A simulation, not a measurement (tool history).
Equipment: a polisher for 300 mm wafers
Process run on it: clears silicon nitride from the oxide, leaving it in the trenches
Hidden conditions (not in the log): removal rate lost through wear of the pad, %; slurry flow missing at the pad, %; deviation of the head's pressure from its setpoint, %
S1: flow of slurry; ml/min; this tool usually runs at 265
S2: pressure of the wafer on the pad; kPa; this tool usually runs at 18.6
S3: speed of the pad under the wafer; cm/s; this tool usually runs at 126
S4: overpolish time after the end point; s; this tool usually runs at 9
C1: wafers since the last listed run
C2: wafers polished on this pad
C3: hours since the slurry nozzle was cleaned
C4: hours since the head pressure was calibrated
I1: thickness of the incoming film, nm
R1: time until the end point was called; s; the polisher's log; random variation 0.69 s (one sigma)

run	hour	S1	S2	S3	S4	C1	C2	C3	C4	I1	R1
1	0.0	265	18.6	112	9	0	274	34.8	362.4	80.8	78.2
2	85.9	265	18.6	112	9	873	1148	120.7	448.3	79.2	78.2
3	130.1	265	18.6	112	9	449	1598	164.9	492.5	79.9	78.5
4	203.5	265	18.6	94	9	746	2344	238.3	565.9	79.5	94.0
5	260.4	265	13.8	126	13	578	2923	295.2	622.8	80.4	91.9
6	355.3	265	18.6	126	9	965	3889	390.1	717.7	80.8	73.4
# hour 393.0: worn pad replaced by a new one
7	442.1	265	16.5	126	9	842	499	476.9	804.5	80.2	80.7
# hour 482.1: slurry nozzle cleaned
8	706.7	265	18.6	126	9	2681	3180	224.6	1069.1	79.7	74.1
9	773.9	265	18.6	126	9	683	3864	291.8	1136.3	78.9	74.2
# hour 807.6: worn pad replaced by a new one
10	821.3	265	18.6	126	9	441	139	339.2	1183.7	79.6	76.6
# hour 871.1: head pressure recalibrated
11	914.1	265	18.6	126	9	923	1063	432.0	43.0	81.1	71.8
12	1010.3	265	18.6	126	9	978	2041	528.2	139.2	80.2	74.0
# hour 1062.6: slurry nozzle cleaned
13	1118.2	265	18.6	126	9	1087	3129	55.6	247.1	80.2	69.3
14	1154.5	265	18.6	126	7	369	3498	91.9	283.4	79.4	69.5
15	1229.3	265	22.8	126	9	760	4259	166.7	358.2	79.6	59.0
# hour 1276.4: worn pad replaced by a new one
16	1323.0	205	24.1	126	12	912	474	260.4	451.9	80.6	58.1
17	1404.4	340	18.6	126	9	828	1302	341.8	533.3	80.1	70.2
18	1447.8	265	18.6	126	9	441	1743	385.2	576.7	79.7	72.5
19	1547.4	265	22.8	106	12	1013	2756	484.8	676.3	80.6	75.2
20	1605.7	210	18.6	126	12	593	3349	543.1	734.6	80.3	78.5
# hour 1643.4: slurry nozzle cleaned
21	1658.1	175	21.4	164	8	522	3872	14.7	787.0	79.8	50.9
# hour 1675.5: worn pad replaced by a new one
22	1718.3	325	18.6	126	13	571	435	74.9	847.2	78.8	70.5
23	1804.9	265	18.6	126	11	880	1316	161.5	933.8	80.7	75.0
24	1881.6	265	24.1	126	7	780	2096	238.2	1010.5	80.9	60.9
# hour 1961.1: head pressure recalibrated
25	1970.2	265	18.6	126	9	880	2977	326.8	9.1	79.3	69.6
26	2047.3	315	24.1	126	6	784	3762	403.9	86.2	81.4	55.9
27	2088.2	240	18.6	114	9	416	4178	444.8	127.1	78.4	77.3
28	2130.7	265	18.6	126	9	432	4610	487.3	169.6	78.7	70.1
# hour 2157.8: worn pad replaced by a new one
29	2196.4	265	23.4	126	11	627	392	553.0	235.3	81.7	59.8

Here are 5 independent what-if runs from the current tool condition. What would each one return?
A	2196.8	215	18.6	126	9	4	396	553.4	235.7	79.0	?
B	2196.8	350	15.9	156	11	4	396	553.4	235.7	79.0	?
C	2196.8	320	22.1	126	4	4	396	553.4	235.7	79.0	?
D	2196.8	210	21.4	126	7	4	396	553.4	235.7	79.0	?
E	2196.8	220	18.6	166	9	4	396	553.4	235.7	79.0	?

run	R1
A	75.2
B	65.9
C	61.8
D	66.8
E	56.9
Had the tool no hidden state, the same runs would have come out as:
run	R1
A	70.5
B	62.9
C	58.9
D	62.6
E	53.4
